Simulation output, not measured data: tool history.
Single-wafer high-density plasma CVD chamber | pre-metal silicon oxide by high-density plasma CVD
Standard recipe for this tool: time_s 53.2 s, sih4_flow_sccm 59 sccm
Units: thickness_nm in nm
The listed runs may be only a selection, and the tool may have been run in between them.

run   hour  time_s  sih4_flow_sccm  read-back reference wafer on the same gauge, thickness_nm  thickness_nm
  1    0.0    48.2              59                                                    293.502       268.493
  2   25.1    48.2              59                                                    293.694       269.757
  3   44.7    48.2              59                                                    293.895       269.384
  4   69.1    53.2              59                                                    293.992       295.196
  5   97.2    53.2              59                                                    294.608       296.592
  6  128.1    53.2              59                                                    293.458       294.621
  7  159.1    53.2              59                                                    294.591       293.556
  8  187.9    53.2              52                                                    294.283       260.492
  9  213.8    53.2              52                                                    294.598       259.674
 10  235.0    53.2              52                                                    293.752       259.055
 11  270.0    53.2              53                                                    294.568       265.794
 12  295.5    53.2              53                                                    294.603       265.412
 13  317.2    53.2              53                                                    293.423       265.977
 14  347.8    63.2              54                                                    293.779       317.904
 15  376.7    53.2              59                                                    293.549       291.825
 16  393.8    53.2              69                                                    293.293       345.792
     416.2  -- gauge calibrated
 17  421.3    47.1              55                                                    293.420       243.199
 18  434.8    45.7              66                                                    293.981       282.747
     491.7  -- silane flow controller replaced
 19  513.8    61.7              59                                                    293.362       340.360
 20  546.0    62.5              63                                                    294.079       368.371
 21  576.2    62.2              48                                                    293.701       280.848
 22  599.2    62.4              53                                                    295.038       313.404
 23  627.1    50.3              66                                                    293.875       309.925
 24  642.7    53.2              52                                                    293.766       262.001
 25  670.7    56.2              48                                                    293.663       254.662
 26  714.6    47.0              64                                                    293.438       281.725
 27  737.1    47.1              55                                                    293.761       241.457

Branching from run 27: 3 alternative next runs. What would each branch give?
  A  737.5    60.4              59                                                          ?             ?
  B  737.5    45.0              59                                                          ?             ?
  C  737.5    44.0              64                                                          ?             ?

run  read-back reference wafer on the same gauge, thickness_nm  thickness_nm
  A                                                    294.271       336.737
  B                                                    294.271       250.881
  C                                                    294.271       265.963
With no hidden state in the tool, these same runs would have given:
run  thickness_nm
  A       336.737
  B       250.881
  C       265.963

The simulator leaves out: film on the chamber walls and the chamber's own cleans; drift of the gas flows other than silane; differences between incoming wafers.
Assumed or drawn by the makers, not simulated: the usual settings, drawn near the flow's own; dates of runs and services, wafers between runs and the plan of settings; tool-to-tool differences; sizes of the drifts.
